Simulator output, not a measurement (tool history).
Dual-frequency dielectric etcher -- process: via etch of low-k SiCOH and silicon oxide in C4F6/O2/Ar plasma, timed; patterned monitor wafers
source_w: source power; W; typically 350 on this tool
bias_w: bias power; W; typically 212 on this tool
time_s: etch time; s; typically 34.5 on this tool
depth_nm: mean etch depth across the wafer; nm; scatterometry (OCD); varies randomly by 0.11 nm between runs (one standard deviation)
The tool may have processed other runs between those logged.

run,day,source_w,bias_w,time_s,wafers since the last listed run,hours since the last wet clean,hours since the last source power generator calibration,hours since the last bias power generator calibration,hours since the last upper electrode change,hours since the gauge calibration,"read-back reference wafer on the same gauge, depth_nm",depth_nm
1,0.000,420,212,34.5,0,234.4,2017.2,3424.8,3859.5,100.7,75.4,74.6
2,0.704,330,172,34.5,221,251.3,2034.1,3441.7,3876.4,117.6,75.4,61.0
3,0.967,330,172,34.5,82,257.6,2040.4,3448.0,3882.7,123.9,75.4,61.4
4,1.267,330,172,34.5,94,264.8,2047.6,3455.2,3889.9,131.1,75.4,61.3
5,1.771,350,212,37.5,158,276.9,2059.7,3467.3,3902.0,143.2,75.4,75.9
6,2.438,350,212,37.5,209,292.9,2075.7,3483.3,3918.0,159.2,75.4,75.9
7,2.788,350,212,37.5,110,301.3,2084.1,3491.7,3926.4,167.6,75.4,75.8
8,3.404,350,177,34.5,193,316.1,2098.9,3506.5,3941.2,182.4,75.4,63.1
9,3.858,350,177,34.5,142,327.0,2109.8,3517.4,3952.1,193.3,75.4,63.3
10,4.254,350,177,34.5,124,336.5,2119.3,3526.9,3961.6,202.8,75.4,63.4
11,4.883,350,212,34.5,197,351.6,2134.4,3542.0,3976.7,217.9,75.4,69.7
12,5.162,350,212,34.5,87,358.3,2141.1,3548.7,3983.4,224.6,75.4,69.9
13,5.729,350,212,34.5,178,371.9,2154.7,3562.3,3997.0,238.2,75.4,69.7
# day 6.258: source power generator calibrated
14,6.279,350,212,34.5,120,385.1,0.5,3575.5,4010.2,251.4,75.4,69.6
# day 7.371: upper electrode replaced
15,7.392,430,212,27.5,35,411.8,27.2,3602.2,0.5,278.1,75.4,59.6
16,7.450,350,212,37.5,18,413.2,28.6,3603.6,1.9,279.5,75.4,75.9
17,8.004,350,212,37.5,174,426.5,41.9,3616.9,15.2,292.8,75.4,75.8
# day 8.075: gauge calibrated
18,8.700,370,212,24.5,218,443.2,58.6,3633.6,31.9,15.0,75.4,50.3
19,9.854,380,212,34.5,362,470.9,86.3,3661.3,59.6,42.7,75.4,71.5
20,10.233,350,181,31.5,119,480.0,95.4,3670.4,68.7,51.8,75.4,58.3
21,10.783,350,212,34.5,172,493.2,108.6,3683.6,81.9,65.0,75.4,69.6
22,11.071,310,229,28.0,90,500.1,115.5,3690.5,88.8,71.9,75.4,56.3
# day 11.829: bias power generator calibrated
# day 12.221: wet clean of the chamber
23,12.242,310,212,42.0,191,0.5,143.6,9.9,116.9,100.0,75.4,82.3
24,12.254,410,212,34.5,3,0.8,143.9,10.2,117.2,100.3,75.4,74.4
25,13.142,420,192,27.0,279,22.1,165.2,31.5,138.5,121.6,75.4,55.6
26,13.821,400,257,34.5,213,38.4,181.5,47.8,154.8,137.9,75.4,81.3
27,15.346,420,193,38.0,479,75.0,218.1,84.4,191.4,174.5,75.4,78.4
28,15.708,350,212,27.5,113,83.7,226.8,93.1,200.1,183.2,75.4,56.1
29,16.033,290,176,34.5,102,91.5,234.6,100.9,207.9,191.0,75.4,59.3

Forecast each of these 4 alternatives for the next run:
A,16.050,390,212,34.5,5,91.9,235.0,101.3,208.3,191.4,?,?
B,16.050,420,212,25.5,5,91.9,235.0,101.3,208.3,191.4,?,?
C,16.050,370,212,41.5,5,91.9,235.0,101.3,208.3,191.4,?,?
D,16.050,400,260,41.5,5,91.9,235.0,101.3,208.3,191.4,?,?

run,"read-back reference wafer on the same gauge, depth_nm",depth_nm
A,75.4,72.8
B,75.4,55.2
C,75.4,86.0
D,75.4,98.0
Stripped of hidden state, with their random variation kept, the same runs would have yielded:
run,depth_nm
A,73.0
B,55.4
C,86.2
D,98.3

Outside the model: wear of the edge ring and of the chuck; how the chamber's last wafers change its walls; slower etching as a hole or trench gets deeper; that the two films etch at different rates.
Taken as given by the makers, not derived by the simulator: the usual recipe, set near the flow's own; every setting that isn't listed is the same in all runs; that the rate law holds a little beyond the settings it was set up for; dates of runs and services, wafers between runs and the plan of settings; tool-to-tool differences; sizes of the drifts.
